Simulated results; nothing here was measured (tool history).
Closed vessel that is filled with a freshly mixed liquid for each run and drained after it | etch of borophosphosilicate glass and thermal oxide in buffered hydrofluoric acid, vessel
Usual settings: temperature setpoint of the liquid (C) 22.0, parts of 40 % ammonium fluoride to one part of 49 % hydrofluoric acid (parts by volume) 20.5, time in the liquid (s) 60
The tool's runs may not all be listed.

run	day	temperature setpoint of the liquid (C)	parts of 40 % ammonium fluoride to one part of 49 % hydrofluoric acid (parts by volume)	time in the liquid (s)	wafers since the last listed run	hours since the thermometer was replaced	hours since the hydrofluoric acid flow meter was replaced	hours since the gauge calibration	read-back film thickness of the borophosphosilicate glass reference wafer, read on the same gauge (nm)	read-back film thickness of the thermal oxide reference wafer, read on the same gauge (nm)	thickness taken off the borophosphosilicate glass on a monitor wafer (Å)	thickness taken off the thermal oxide on a monitor wafer (Å)
1	0.000	22.0	20.5	60	0	206.2	1319.6	106.6	99.95	130.01	548.6	312.1
2	2.646	18.0	27.5	30	4483	269.7	1383.1	170.1	100.04	130.00	181.1	102.6
3	5.092	20.0	14.5	50	4144	328.4	1441.8	228.8	99.95	130.01	575.8	323.8
4	9.062	26.5	14.5	60	6728	423.7	1537.1	324.1	100.03	130.01	980.0	553.9
5	10.208	26.5	22.5	60	1941	451.2	1564.6	351.6	99.98	129.99	663.2	376.6
6	12.142	22.0	20.5	60	3276	497.6	1611.0	398.0	100.00	129.99	553.2	308.6
# day 13.204: hydrofluoric acid flow meter replaced
7	13.379	27.0	18.0	60	2026	527.3	4.2	427.7	100.02	130.00	814.6	460.6
8	15.017	26.5	17.0	80	2774	566.6	43.5	467.0	100.04	130.00	1118.0	633.0
9	16.833	20.5	13.0	40	3078	610.2	87.1	510.6	99.98	130.00	526.9	298.7
10	19.400	22.0	20.5	60	4349	671.8	148.7	572.2	99.95	129.98	548.4	313.7
11	21.796	25.0	28.0	30	4059	729.3	206.2	629.7	99.97	130.01	261.7	148.7
12	24.025	22.0	20.5	60	3777	782.8	259.7	683.2	100.02	130.00	553.6	313.1
13	26.196	24.5	27.5	60	3678	834.9	311.8	735.3	99.98	129.99	508.7	296.7
14	30.417	22.0	20.5	60	7152	936.2	413.1	836.6	99.94	130.03	546.0	311.7
15	33.050	17.5	20.5	35	4462	999.4	476.3	899.8	100.00	130.00	251.0	141.4
16	34.329	19.5	24.0	85	2167	1030.1	507.0	930.5	99.99	130.05	606.0	343.7
17	36.371	22.0	20.5	60	3459	1079.1	556.0	979.5	100.01	130.02	554.4	312.0
18	37.546	17.5	20.5	35	1991	1107.3	584.2	1007.7	99.99	130.01	252.4	140.3
19	43.267	17.5	26.0	85	9694	1244.6	721.5	1145.0	100.03	130.00	523.0	291.4
20	45.221	22.0	14.5	60	3311	1291.5	768.4	1191.9	99.98	130.03	776.0	437.7
21	46.550	27.0	20.5	60	2252	1323.4	800.3	1223.8	99.97	130.02	723.8	416.2
22	49.525	22.0	20.5	60	5041	1394.8	871.7	1295.2	100.00	129.99	545.4	310.6
23	50.938	23.5	24.5	60	2393	1428.7	905.6	1329.1	99.96	130.02	527.7	299.9
24	52.342	22.0	20.5	60	2379	1462.4	939.3	1362.8	99.96	130.01	548.3	315.1
25	54.917	24.0	14.0	60	4363	1524.2	1001.1	1424.6	100.05	130.01	880.0	510.7
26	56.562	20.0	15.5	60	2789	1563.7	1040.6	1464.1	100.01	130.02	645.4	366.9

Forecast each of these 3 alternatives for the next run:
A	56.592	22.0	20.5	60	49	1564.4	1041.3	1464.8	?	?	?	?
B	56.592	19.0	22.5	95	49	1564.4	1041.3	1464.8	?	?	?	?
C	56.592	24.0	22.5	45	49	1564.4	1041.3	1464.8	?	?	?	?

run	read-back film thickness of the borophosphosilicate glass reference wafer, read on the same gauge (nm)	read-back film thickness of the thermal oxide reference wafer, read on the same gauge (nm)	thickness taken off the borophosphosilicate glass on a monitor wafer (Å)	thickness taken off the thermal oxide on a monitor wafer (Å)
A	100.01	130.00	549.3	314.3
B	100.01	130.00	690.5	394.5
C	100.01	130.00	430.8	246.9
Without the tool's hidden state the same runs would have given:
run	thickness taken off the borophosphosilicate glass on a monitor wafer (Å)	thickness taken off the thermal oxide on a monitor wafer (Å)
A	549.3	314.3
B	690.5	394.5
C	430.8	246.9
